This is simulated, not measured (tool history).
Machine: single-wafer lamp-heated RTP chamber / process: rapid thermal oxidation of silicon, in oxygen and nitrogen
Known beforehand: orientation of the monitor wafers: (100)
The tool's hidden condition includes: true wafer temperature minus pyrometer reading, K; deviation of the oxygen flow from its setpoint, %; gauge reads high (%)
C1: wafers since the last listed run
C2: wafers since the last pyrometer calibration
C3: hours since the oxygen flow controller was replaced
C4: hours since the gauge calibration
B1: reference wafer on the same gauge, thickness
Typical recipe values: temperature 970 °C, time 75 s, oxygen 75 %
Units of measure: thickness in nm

Run 1, hour 0.0: usual settings; C1 0; C2 7756; C3 7670.5; C4 126.7; B1 4.156. Result: thickness 5.353 nm.
Run 2, hour 6.4: usual settings; C1 47; C2 7803; C3 7676.9; C4 133.1; B1 4.160. Result: thickness 5.354 nm.
Run 3, hour 18.6: usual settings but time 86 s; C1 89; C2 7893; C3 7689.1; C4 145.3; B1 4.162. Result: thickness 5.684 nm.
Run 4, hour 28.5: usual settings but time 86 s; C1 72; C2 7966; C3 7699.0; C4 155.2; B1 4.160. Result: thickness 5.684 nm.
Run 5, hour 35.5: usual settings but time 86 s; C1 51; C2 8017; C3 7706.0; C4 162.2; B1 4.156. Result: thickness 5.713 nm.
Run 6, hour 47.4: usual settings but time 53 s; C1 87; C2 8105; C3 7717.9; C4 174.1; B1 4.160. Result: thickness 4.625 nm.
Run 7, hour 58.8: usual settings but time 53 s; C1 84; C2 8189; C3 7729.3; C4 185.5; B1 4.157. Result: thickness 4.647 nm.
Run 8, hour 68.8: usual settings; C1 73; C2 8263; C3 7739.3; C4 195.5; B1 4.162. Result: thickness 5.370 nm.
Run 9, hour 84.9: usual settings; C1 118; C2 8381; C3 7755.4; C4 211.6; B1 4.160. Result: thickness 5.410 nm.
Run 10, hour 93.2: usual settings but temperature 992 °C; C1 61; C2 8443; C3 7763.7; C4 219.9; B1 4.163. Result: thickness 6.313 nm.
At hour 112.2: pyrometer window cleaned and pyrometer calibrated.
At hour 117.0: gauge calibrated.
At hour 119.9: oxygen flow controller replaced.
Run 11, hour 120.4: usual settings but time 110 s; C1 84; C2 3; C3 0.5; C4 3.4; B1 4.159. Result: thickness 6.693 nm.
Run 12, hour 120.8: usual settings; C1 2; C2 6; C3 0.9; C4 3.8; B1 4.160. Result: thickness 5.660 nm.
Run 13, hour 121.1: usual settings but temperature 958 °C, time 102 s, oxygen 64 %; C1 2; C2 8; C3 1.2; C4 4.1; B1 4.161. Result: thickness 5.589 nm.
Run 14, hour 129.8: usual settings; C1 64; C2 72; C3 9.9; C4 12.8; B1 4.164. Result: thickness 5.651 nm.
At hour 149.1: pyrometer window cleaned and pyrometer calibrated, repeated, since the last time left the tool worse.
Run 15, hour 149.6: usual settings but temperature 993 °C; C1 86; C2 3; C3 29.7; C4 32.6; B1 4.153. Result: thickness 6.086 nm.
Run 16, hour 186.4: usual settings but oxygen 53 %; C1 271; C2 275; C3 66.5; C4 69.4; B1 4.158. Result: thickness 4.594 nm.
Run 17, hour 196.2: usual settings but temperature 984 °C, time 89 s, oxygen 90 %; C1 72; C2 347; C3 76.3; C4 79.2; B1 4.159. Result: thickness 6.505 nm.
Run 18, hour 206.7: usual settings but temperature 940 °C, oxygen 52 %; C1 77; C2 424; C3 86.8; C4 89.7; B1 4.161. Result: thickness 3.777 nm.
Run 19, hour 217.0: usual settings but temperature 941 °C, time 47 s, oxygen 50 %; C1 75; C2 500; C3 97.1; C4 100.0; B1 4.157. Result: thickness 3.223 nm.
Run 20, hour 223.6: usual settings but time 47 s, oxygen 98 %; C1 48; C2 549; C3 103.7; C4 106.6; B1 4.159. Result: thickness 4.629 nm.
Run 21, hour 236.8: usual settings; C1 97; C2 646; C3 116.9; C4 119.8; B1 4.164. Result: thickness 5.130 nm.

Had the tool no unlogged condition, and each run kept its random variation, what would the results have been?
run  thickness
  1      5.138
  2      5.137
  3      5.445
  4      5.441
  5      5.466
  6      4.433
  7      4.451
  8      5.128
  9      5.159
 10      6.016
 11      6.071
 12      5.148
 13      5.081
 14      5.140
 15      6.085
 16      4.593
 17      6.503
 18      3.776
 19      3.222
 20      4.627
 21      5.127
